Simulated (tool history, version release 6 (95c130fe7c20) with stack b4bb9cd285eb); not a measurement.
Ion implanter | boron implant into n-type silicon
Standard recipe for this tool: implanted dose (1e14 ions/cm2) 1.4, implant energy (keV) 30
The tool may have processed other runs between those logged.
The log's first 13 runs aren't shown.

run	hour	implanted dose (1e14 ions/cm2)	implant energy (keV)	read-back reference wafer on the same gauge, sheet resistance	sheet resistance of the implanted and annealed layer (ohm/square)
14	168.9	1	38	519.89	665.96
15	185.4	1.4	30	519.87	547.81
16	196.8	1.4	36.5	519.94	528.6
# hour 201.2: gauge calibrated
17	205.8	1.4	30	520.02	548.48
18	222.6	1.22	20.5	519.92	648.8
19	233.3	1.2	30	519.82	614.25
20	241.4	1.69	33.5	519.82	469.55
21	259.4	1.23	39	519.83	573.77
22	266.1	1.4	24.5	520.03	570.34
# hour 280.6: extraction supply calibrated
23	283.2	1.15	37.5	519.95	608.02
# hour 303.6: Faraday cup replaced and dose calibrated
24	304.1	1.4	30	519.97	528.73
25	305.9	1.4	30	520	529.89
26	313.5	1.15	37.5	520.16	584.37
27	325.6	1.76	34.5	519.95	439.11
28	342	1.4	30	520.1	529.43
29	352.9	1.6	27	520.17	488.05
30	366.3	1.57	24.5	520.11	503.32
31	376.3	1.23	39	519.98	556.05

Run 32 is up next; what results do you expect?
32	387.6	1.4	30	?	?

{"run 32": {"read-back reference wafer on the same gauge, sheet resistance": 520.1, "sheet resistance of the implanted and annealed layer (ohm/square)": 529.65}}
If the tool had no hidden condition, the same run with the same run-to-run variation would have returned sheet resistance of the implanted and annealed layer (ohm/square) 529.99.
